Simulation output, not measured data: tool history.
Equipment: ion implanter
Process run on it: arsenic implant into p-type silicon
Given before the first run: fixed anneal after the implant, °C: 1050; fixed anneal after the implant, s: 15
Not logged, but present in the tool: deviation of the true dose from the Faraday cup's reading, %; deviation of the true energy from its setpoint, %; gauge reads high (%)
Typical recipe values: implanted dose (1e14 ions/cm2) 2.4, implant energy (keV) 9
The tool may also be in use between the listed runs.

run	hour	implanted dose (1e14 ions/cm2)	implant energy (keV)	wafers since the last listed run	hours since the last dose calibration	hours since the extraction supply was calibrated	hours since the gauge calibration	read-back reference wafer on the same gauge, sheet resistance	sheet resistance of the implanted and annealed layer (ohm/square)
1	0	2.68	9	0	545.9	4040.2	96.4	407.06	337.88
2	82	2.68	9	797	627.9	4122.2	178.4	407.95	336.15
3	182.8	2.68	9	980	728.7	4223	279.2	408.19	334.36
4	270.6	2.4	9	853	816.5	4310.8	367	407.74	365.23
5	374.3	2.4	9	1008	920.2	4414.5	470.7	407.68	365.38
6	460.9	2.4	9	842	1006.8	4501.1	557.3	408.55	362.53
7	539.8	2.4	6.5	767	1085.7	4580	636.2	408.42	369.6
8	594.8	2.4	9	534	1140.7	4635	691.2	408.18	365.08
9	693.8	2.4	9	962	1239.7	4734	790.2	407.98	361.85
# hour 710.9: Faraday cup replaced and dose calibrated
10	780.7	2.4	11.5	767	69.8	4820.9	877.1	407.57	383.37
11	852.9	2.4	9	702	142	4893.1	949.3	408.71	388.95
# hour 955: extraction supply calibrated
12	955.5	2.4	9	919	244.6	0.5	1051.9	408.43	388.81
13	1011.3	2.4	9	542	300.4	56.3	1107.7	407.77	387.75
# hour 1045.6: Faraday cup replaced and dose calibrated, repeated, since the last time left the tool worse
14	1091	2.4	10.5	697	45.4	136	1187.4	408.63	366.85
15	1181.2	2.85	9	877	135.6	226.2	1277.6	408.33	324.01
16	1221.3	2.76	10	389	175.7	266.3	1317.7	407.77	325.42
17	1257.4	2.63	12	351	211.8	302.4	1353.8	408.31	335.35
18	1322.6	1.72	8	634	277	367.6	1419	408.7	482.79
19	1362.5	2.2	6	388	316.9	407.5	1458.9	407.97	404.75
# hour 1441.1: gauge calibrated
20	1464.5	2.21	12	991	418.9	509.5	23.4	408.28	380.71
21	1563.3	3.11	6	960	517.7	608.3	122.2	407.59	303.26
22	1608.9	2.4	12	443	563.3	653.9	167.8	408.12	356.66
23	1674.5	2.4	9	637	628.9	719.5	233.4	407.54	366.35
24	1724.4	2.75	6.5	485	678.8	769.4	283.3	407.68	332.28
25	1769.2	2.4	9	435	723.6	814.2	328.1	407.68	362.9
26	1817	2.4	9	464	771.4	862	375.9	408.01	364.49
27	1892.6	2.4	9	735	847	937.6	451.5	408.24	365.46
28	1936.9	1.72	8	430	891.3	981.9	495.8	408.24	476.47

Each row is a separate what-if for the run after 28, all from the same tool condition, not one after another. Results?
A	1937.3	2.4	9	3	891.7	982.3	496.2	?	?
B	1937.3	2.9	11	3	891.7	982.3	496.2	?	?
C	1937.3	1.81	7	3	891.7	982.3	496.2	?	?
D	1937.3	2.4	11	3	891.7	982.3	496.2	?	?

run	read-back reference wafer on the same gauge, sheet resistance	sheet resistance of the implanted and annealed layer (ohm/square)
A	407.47	360.65
B	407.47	306.24
C	407.47	459.86
D	407.47	355.09
Stripped of hidden state, with their random variation kept, the same runs would have yielded:
run	sheet resistance of the implanted and annealed layer (ohm/square)
A	369.48
B	313.63
C	471.24
D	363.7
